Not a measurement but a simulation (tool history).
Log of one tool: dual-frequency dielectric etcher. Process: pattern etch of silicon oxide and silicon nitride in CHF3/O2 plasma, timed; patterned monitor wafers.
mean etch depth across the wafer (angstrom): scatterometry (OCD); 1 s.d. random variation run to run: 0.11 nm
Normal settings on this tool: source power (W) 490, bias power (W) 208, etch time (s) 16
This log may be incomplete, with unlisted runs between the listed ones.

run     day  source power (W)  bias power (W)  etch time (s)  read-back reference wafer on the same gauge, depth_nm  mean etch depth across the wafer (angstrom)
  1       0               490             181             16                                                  18.37                                        206.9
  2   2.304               490             208             16                                                  18.35                                        213.8
  3   3.596               490             208             16                                                  18.33                                        216.9
  4   5.775               490             208             16                                                  18.28                                        213.6
  5   6.862               430             208           13.5                                                  18.26                                        169.6
      8.604  -- wet clean of the chamber
  6   9.233               400             208             16                                                  18.24                                        193.3
     10.254  -- gauge calibrated
  7  11.188               490             208             16                                                  18.59                                          215
  8  13.338               490             208             16                                                  18.54                                          218
  9  15.867               590             177           13.5                                                  18.49                                        191.9
     17.146  -- bias power generator calibrated
     17.367  -- source power generator calibrated
     18.321  -- upper electrode replaced
 10  18.342               490             208             16                                                  18.44                                        215.6
 11  20.175               490             208           11.5                                                  18.42                                        156.1
     23.271  -- wet clean of the chamber
 12  23.292               520             208             16                                                  18.34                                        220.7
 13  24.162               490             208             16                                                  18.34                                        214.1
 14  26.858               490             223             16                                                  18.31                                        216.7
 15  28.004               390             232           17.5                                                  18.28                                        214.5

Forecast each of these 5 alternatives for the next run:
  A  28.021               490             208             16                                                      ?                                            ?
  B  28.021               490             249           18.5                                                      ?                                            ?
  C  28.021               490             227           19.5                                                      ?                                            ?
  D  28.021               390             173             21                                                      ?                                            ?
  E  28.021               490             208             20                                                      ?                                            ?

run  read-back reference wafer on the same gauge, depth_nm  mean etch depth across the wafer (angstrom)
  A                                                   18.3                                        216.3
  B                                                   18.3                                        261.7
  C                                                   18.3                                        269.4
  D                                                   18.3                                        243.7
  E                                                   18.3                                        270.3
The same runs, with their run-to-run variation unchanged, on a tool lacking any hidden condition would have given:
run  mean etch depth across the wafer (angstrom)
  A                                        221.2
  B                                        267.7
  C                                        275.6
  D                                        249.3
  E                                        276.5

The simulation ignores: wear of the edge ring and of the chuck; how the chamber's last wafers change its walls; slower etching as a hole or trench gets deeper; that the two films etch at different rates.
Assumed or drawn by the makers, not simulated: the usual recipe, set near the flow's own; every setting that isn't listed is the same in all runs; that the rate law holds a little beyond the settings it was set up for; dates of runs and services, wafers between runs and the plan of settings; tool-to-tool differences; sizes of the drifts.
